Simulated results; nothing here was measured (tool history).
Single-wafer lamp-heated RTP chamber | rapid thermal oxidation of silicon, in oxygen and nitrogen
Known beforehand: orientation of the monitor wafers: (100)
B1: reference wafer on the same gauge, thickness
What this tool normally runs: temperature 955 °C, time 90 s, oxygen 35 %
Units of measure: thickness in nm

run 1 hour=0 | temperature=955 time=90 oxygen=35 | B1=4.227 | thickness=3.738
-- hour=80 pyrometer window cleaned and pyrometer calibrated
run 2 hour=306.2 | temperature=955 time=90 oxygen=35 | B1=4.214 | thickness=3.752
run 3 hour=387.2 | temperature=955 time=90 oxygen=35 | B1=4.214 | thickness=3.743
run 4 hour=464.8 | temperature=955 time=90 oxygen=35 | B1=4.203 | thickness=3.717
run 5 hour=523.3 | temperature=955 time=90 oxygen=35 | B1=4.211 | thickness=3.73
-- hour=558.5 pyrometer window cleaned and pyrometer calibrated
run 6 hour=584.4 | temperature=955 time=90 oxygen=35 | B1=4.202 | thickness=3.713
run 7 hour=630.4 | temperature=955 time=90 oxygen=35 | B1=4.202 | thickness=3.689
run 8 hour=722.1 | temperature=955 time=90 oxygen=35 | B1=4.195 | thickness=3.728
run 9 hour=766 | temperature=955 time=90 oxygen=35 | B1=4.199 | thickness=3.716
run 10 hour=821.9 | temperature=932 time=90 oxygen=35 | B1=4.189 | thickness=3.246
run 11 hour=902.7 | temperature=932 time=90 oxygen=35 | B1=4.185 | thickness=3.25
run 12 hour=959.3 | temperature=955 time=90 oxygen=35 | B1=4.184 | thickness=3.716
run 13 hour=1009.9 | temperature=955 time=90 oxygen=35 | B1=4.185 | thickness=3.706
-- hour=1039.5 gauge calibrated
run 14 hour=1050.3 | temperature=955 time=90 oxygen=35 | B1=4.288 | thickness=3.781
-- hour=1075.2 pyrometer window cleaned and pyrometer calibrated
run 15 hour=1134.1 | temperature=955 time=90 oxygen=35 | B1=4.286 | thickness=3.816
run 16 hour=1173.9 | temperature=955 time=90 oxygen=35 | B1=4.288 | thickness=3.806
run 17 hour=1222.7 | temperature=955 time=63 oxygen=35 | B1=4.284 | thickness=3.36
run 18 hour=1293.4 | temperature=955 time=101 oxygen=35 | B1=4.281 | thickness=3.918
run 19 hour=1345.9 | temperature=955 time=90 oxygen=35 | B1=4.275 | thickness=3.781
run 20 hour=1451.3 | temperature=955 time=90 oxygen=35 | B1=4.266 | thickness=3.774
run 21 hour=1528.3 | temperature=936 time=90 oxygen=35 | B1=4.265 | thickness=3.393
-- hour=1561 pyrometer window cleaned and pyrometer calibrated
run 22 hour=1585.2 | temperature=979 time=123 oxygen=17 | B1=4.266 | thickness=4.027
run 23 hour=1656.1 | temperature=939 time=68 oxygen=35 | B1=4.26 | thickness=3.172
run 24 hour=1735.2 | temperature=925 time=90 oxygen=35 | B1=4.26 | thickness=3.199
run 25 hour=1836.1 | temperature=980 time=124 oxygen=17 | B1=4.256 | thickness=4.07
run 26 hour=1912.9 | temperature=955 time=90 oxygen=35 | B1=4.248 | thickness=3.763
run 27 hour=1961.5 | temperature=970 time=90 oxygen=23 | B1=4.245 | thickness=3.684
-- hour=1974.6 oxygen flow controller replaced
run 28 hour=2010.4 | temperature=955 time=120 oxygen=58 | B1=4.244 | thickness=4.903
run 29 hour=2116.8 | temperature=926 time=90 oxygen=35 | B1=4.236 | thickness=3.179
-- hour=2189 pyrometer window cleaned and pyrometer calibrated
run 30 hour=2216.8 | temperature=955 time=90 oxygen=35 | B1=4.24 | thickness=3.743
run 31 hour=2255.2 | temperature=955 time=90 oxygen=35 | B1=4.236 | thickness=3.737
run 32 hour=2356 | temperature=934 time=124 oxygen=17 | B1=4.225 | thickness=3.145
run 33 hour=2435.1 | temperature=955 time=90 oxygen=35 | B1=4.229 | thickness=3.757
run 34 hour=2699.4 | temperature=955 time=90 oxygen=35 | B1=4.214 | thickness=3.724
-- hour=2713.4 pyrometer window cleaned and pyrometer calibrated
run 35 hour=2787 | temperature=975 time=90 oxygen=35 | B1=4.209 | thickness=4.193

What the log doesn't show, run by run:
true wafer temperature minus pyrometer reading, K: 0 in every run
deviation of the oxygen flow from its setpoint, %: 0 in every run
H1: gauge reads high (%)
run=1 H1=-1.8
run=2 H1=-2.15
run=3 H1=-2.24
run=4 H1=-2.32
run=5 H1=-2.39
run=6 H1=-2.46
run=7 H1=-2.51
run=8 H1=-2.61
run=9 H1=-2.66
run=10 H1=-2.73
run=11 H1=-2.82
run=12 H1=-2.88
run=13 H1=-2.94
run=14 H1=-0.457
run=15 H1=-0.551
run=16 H1=-0.596
run=17 H1=-0.651
run=18 H1=-0.73
run=19 H1=-0.789
run=20 H1=-0.908
run=21 H1=-0.994
run=22 H1=-1.06
run=23 H1=-1.14
run=24 H1=-1.23
run=25 H1=-1.34
run=26 H1=-1.43
run=27 H1=-1.48
run=28 H1=-1.54
run=29 H1=-1.66
run=30 H1=-1.77
run=31 H1=-1.81
run=32 H1=-1.93
run=33 H1=-2.01
run=34 H1=-2.31
run=35 H1=-2.41
